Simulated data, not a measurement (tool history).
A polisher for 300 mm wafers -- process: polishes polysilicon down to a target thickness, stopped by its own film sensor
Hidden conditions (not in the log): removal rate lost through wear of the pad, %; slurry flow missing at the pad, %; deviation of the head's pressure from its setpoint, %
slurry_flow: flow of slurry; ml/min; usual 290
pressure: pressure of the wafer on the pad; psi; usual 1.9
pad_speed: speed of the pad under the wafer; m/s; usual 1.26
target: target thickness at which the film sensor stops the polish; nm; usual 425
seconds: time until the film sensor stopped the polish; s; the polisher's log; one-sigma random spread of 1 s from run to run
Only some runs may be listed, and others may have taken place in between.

run   hour  slurry_flow  pressure  pad_speed  target  wafers since the last listed run  wafers polished on this pad  hours since the slurry nozzle was cleaned  hours since the head pressure was calibrated  incoming thickness of the incoming film, nm  seconds
  1    0.0          290       1.9       1.26     368                                 0                            1                                      278.4                                        1132.7                                        764.8     59.2
  2   11.2          290       1.9       1.26     368                               137                          139                                      289.6                                        1143.9                                        750.0     60.2
  3   28.7          290       1.9       1.26     368                               215                          354                                      307.1                                        1161.4                                        759.5     61.9
  4   46.3          290       1.9       1.26     425                               216                          571                                      324.7                                        1179.0                                        774.4     56.2
  5   62.9          290       1.9       1.26     425                               204                          775                                      341.3                                        1195.6                                        759.9     54.9
  6   77.3          290       1.9       1.26     425                               177                          952                                      355.7                                        1210.0                                        754.2     54.4
      82.4  -- worn pad replaced by a new one
  7   87.6          290       1.4       1.26     425                                77                           64                                      366.0                                        1220.3                                        756.1     79.0
  8   98.0          290       1.4       1.26     425                               127                          192                                      376.4                                        1230.7                                        754.5     77.1
  9  113.9          290       1.4       1.26     425                               195                          387                                      392.3                                        1246.6                                        762.4     79.1
 10  122.4          290       1.9       1.26     425                               104                          492                                      400.8                                        1255.1                                        764.7     61.6
     129.4  -- head pressure recalibrated
 11  133.5          290       1.9       1.26     425                               111                          604                                      411.9                                           4.1                                        746.1     57.2
 12  149.0          290       1.9       1.26     425                               190                          795                                      427.4                                          19.6                                        760.7     60.1
     167.4  -- worn pad replaced by a new one, repeated, since the last time left the tool worse
     175.4  -- slurry nozzle cleaned
 13  179.8          335       1.9       1.26     425                               317                          140                                        4.4                                          50.4                                        760.8     52.5
 14  195.9          335       1.9       1.26     425                               198                          338                                       20.5                                          66.5                                        773.2     55.9
 15  203.5          290       1.9       1.38     339                                93                          432                                       28.1                                          74.1                                        760.5     60.5
 16  213.3          290       1.9       1.26     425                               120                          552                                       37.9                                          83.9                                        761.4     52.8
 17  230.0          335       1.4       1.26     373                               205                          758                                       54.6                                         100.6                                        744.2     82.7
 18  244.0          225       1.9       1.06     314                               172                          930                                       68.6                                         114.6                                        750.9     86.4
     255.5  -- worn pad replaced by a new one
 19  260.7          210       1.9       1.56     425                               156                           63                                       85.3                                         131.3                                        762.3     42.5
 20  273.7          290       1.9       1.26     346                               159                          223                                       98.3                                         144.3                                        763.3     66.0
 21  282.3          290       1.9       1.26     425                               105                          329                                      106.9                                         152.9                                        762.5     56.6
 22  294.2          230       1.6       1.64     425                               146                          476                                      118.8                                         164.8                                        765.8     52.2
 23  304.2          290       1.9       1.26     425                               123                          599                                      128.8                                         174.8                                        768.7     56.9
 24  312.4          290       1.9       1.46     425                               100                          700                                      137.0                                         183.0                                        762.8     46.2
 25  326.5          290       1.9       1.26     463                               173                          873                                      151.1                                         197.1                                        757.9     49.1
     340.9  -- worn pad replaced by a new one
 26  341.4          340       1.9       0.94     425                               134                            6                                      166.0                                         212.0                                        768.8     70.0
 27  357.8          290       1.4       1.26     425                               201                          208                                      182.4                                         228.4                                        757.8     67.9
 28  373.5          290       1.9       1.26     425                               193                          401                                      198.1                                         244.1                                        748.6     52.1
 29  383.7          290       1.9       1.26     475                               125                          527                                      208.3                                         254.3                                        763.8     45.6

4 ways to go on from here, each from the tool as it stands after run 29. What would each give?
  A  384.1          290       1.9       1.26     425                                 4                          531                                      208.7                                         254.7                                        756.0        ?
  B  384.1          235       1.7       1.26     425                                 4                          531                                      208.7                                         254.7                                        756.0        ?
  C  384.1          320       1.9       0.88     330                                 4                          531                                      208.7                                         254.7                                        756.0        ?
  D  384.1          255       1.9       1.26     343                                 4                          531                                      208.7                                         254.7                                        756.0        ?

run  seconds
  A     53.0
  B     60.7
  C     96.8
  D     67.1
Stripped of hidden state, with their random variation kept, the same runs would have yielded:
run  seconds
  A     50.4
  B     57.7
  C     92.0
  D     63.8

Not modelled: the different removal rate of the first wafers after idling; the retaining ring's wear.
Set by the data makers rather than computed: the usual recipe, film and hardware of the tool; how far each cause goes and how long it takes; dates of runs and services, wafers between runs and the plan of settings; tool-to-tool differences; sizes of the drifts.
